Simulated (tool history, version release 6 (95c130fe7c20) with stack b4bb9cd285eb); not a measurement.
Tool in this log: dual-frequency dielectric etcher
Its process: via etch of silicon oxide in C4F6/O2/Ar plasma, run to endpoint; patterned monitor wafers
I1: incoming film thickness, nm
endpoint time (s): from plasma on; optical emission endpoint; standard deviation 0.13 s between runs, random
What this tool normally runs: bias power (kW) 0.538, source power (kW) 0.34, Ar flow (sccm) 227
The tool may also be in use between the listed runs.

Run 1, day 0: usual settings; I1 187.9. Result: endpoint time (s) 42.2.
Run 2, day 0.404: usual settings; I1 191.1. Result: endpoint time (s) 43.1.
At day 1.433: wet clean of the chamber.
Run 3, day 1.454: usual settings; I1 190.5. Result: endpoint time (s) 42.3.
Run 4, day 1.479: usual settings; I1 191.2. Result: endpoint time (s) 42.5.
Run 5, day 1.925: usual settings; I1 188.1. Result: endpoint time (s) 41.7.
Run 6, day 2.258: usual settings; I1 190.3. Result: endpoint time (s) 42.5.
Run 7, day 2.838: usual settings; I1 191. Result: endpoint time (s) 42.4.
Run 8, day 3.154: usual settings but bias power (kW) 0.499, source power (kW) 0.27, Ar flow (sccm) 282; I1 189. Result: endpoint time (s) 45.6.
Run 9, day 3.567: usual settings but bias power (kW) 0.607, Ar flow (sccm) 194; I1 190.7. Result: endpoint time (s) 40.1.
Run 10, day 4.025: usual settings; I1 189.3. Result: endpoint time (s) 41.9.
At day 4.458: Ar flow controller replaced.
At day 5.258: upper electrode replaced.
Run 11, day 5.279: usual settings but bias power (kW) 0.616, source power (kW) 0.31, Ar flow (sccm) 194; I1 188. Result: endpoint time (s) 40.2.
Run 12, day 5.292: usual settings; I1 188.9. Result: endpoint time (s) 41.8.
At day 6.125: source power generator calibrated.
Run 13, day 6.679: usual settings but source power (kW) 0.28; I1 187.9. Result: endpoint time (s) 43.6.
Run 14, day 6.983: usual settings but bias power (kW) 0.624, source power (kW) 0.29, Ar flow (sccm) 184; I1 189.7. Result: endpoint time (s) 40.4.
Run 15, day 7.275: usual settings; I1 189.2. Result: endpoint time (s) 42.1.
Run 16, day 7.671: usual settings; I1 191.1. Result: endpoint time (s) 42.6.
Run 17, day 8.392: usual settings but bias power (kW) 0.608, source power (kW) 0.4, Ar flow (sccm) 187; I1 187. Result: endpoint time (s) 38.
Run 18, day 8.754: usual settings; I1 189.5. Result: endpoint time (s) 42.2.
At day 9.1: bias power generator calibrated.
Run 19, day 9.121: usual settings but bias power (kW) 0.616, source power (kW) 0.37; I1 190.5. Result: endpoint time (s) 39.9.
Run 20, day 9.35: usual settings but bias power (kW) 0.467, source power (kW) 0.32, Ar flow (sccm) 259; I1 188. Result: endpoint time (s) 44.8.
Run 21, day 10.079: usual settings but bias power (kW) 0.408, Ar flow (sccm) 251; I1 189.1. Result: endpoint time (s) 46.3.
Run 22, day 10.346: usual settings but bias power (kW) 0.668, source power (kW) 0.41, Ar flow (sccm) 213; I1 190.9. Result: endpoint time (s) 37.9.
Run 23, day 10.654: usual settings; I1 189.1. Result: endpoint time (s) 42.2.
Run 24, day 11.158: usual settings but bias power (kW) 0.405, Ar flow (sccm) 271; I1 188.7. Result: endpoint time (s) 47.
Run 25, day 11.779: usual settings but bias power (kW) 0.574, Ar flow (sccm) 175; I1 189.6. Result: endpoint time (s) 40.6.
Run 26, day 12.396: usual settings; I1 188.8. Result: endpoint time (s) 42.1.
Run 27, day 14.346: usual settings; I1 188.9. Result: endpoint time (s) 42.2.
Run 28, day 14.75: usual settings but bias power (kW) 0.473, source power (kW) 0.38, Ar flow (sccm) 192; I1 188.1. Result: endpoint time (s) 42.2.
Run 29, day 15.883: usual settings but source power (kW) 0.31, Ar flow (sccm) 245; I1 189.6. Result: endpoint time (s) 43.2.

Here are 4 independent what-if runs from the current tool condition. What would each one return?
Run A, day 15.9: usual settings but Ar flow (sccm) 281; I1 190.1. Result: endpoint time (s) ?.
Run B, day 15.9: usual settings but bias power (kW) 0.61, source power (kW) 0.29, Ar flow (sccm) 190; I1 190.1. Result: endpoint time (s) ?.
Run C, day 15.9: usual settings but bias power (kW) 0.59, source power (kW) 0.3, Ar flow (sccm) 209; I1 190.1. Result: endpoint time (s) ?.
Run D, day 15.9: usual settings but source power (kW) 0.36, Ar flow (sccm) 263; I1 190.1. Result: endpoint time (s) ?.

run  endpoint time (s)
  A               43.4
  B               41.5
  C                 42
  D               42.7
Stripped of hidden state, with their random variation kept, the same runs would have yielded:
run  endpoint time (s)
  A                 43
  B               41.1
  C               41.6
  D               42.2

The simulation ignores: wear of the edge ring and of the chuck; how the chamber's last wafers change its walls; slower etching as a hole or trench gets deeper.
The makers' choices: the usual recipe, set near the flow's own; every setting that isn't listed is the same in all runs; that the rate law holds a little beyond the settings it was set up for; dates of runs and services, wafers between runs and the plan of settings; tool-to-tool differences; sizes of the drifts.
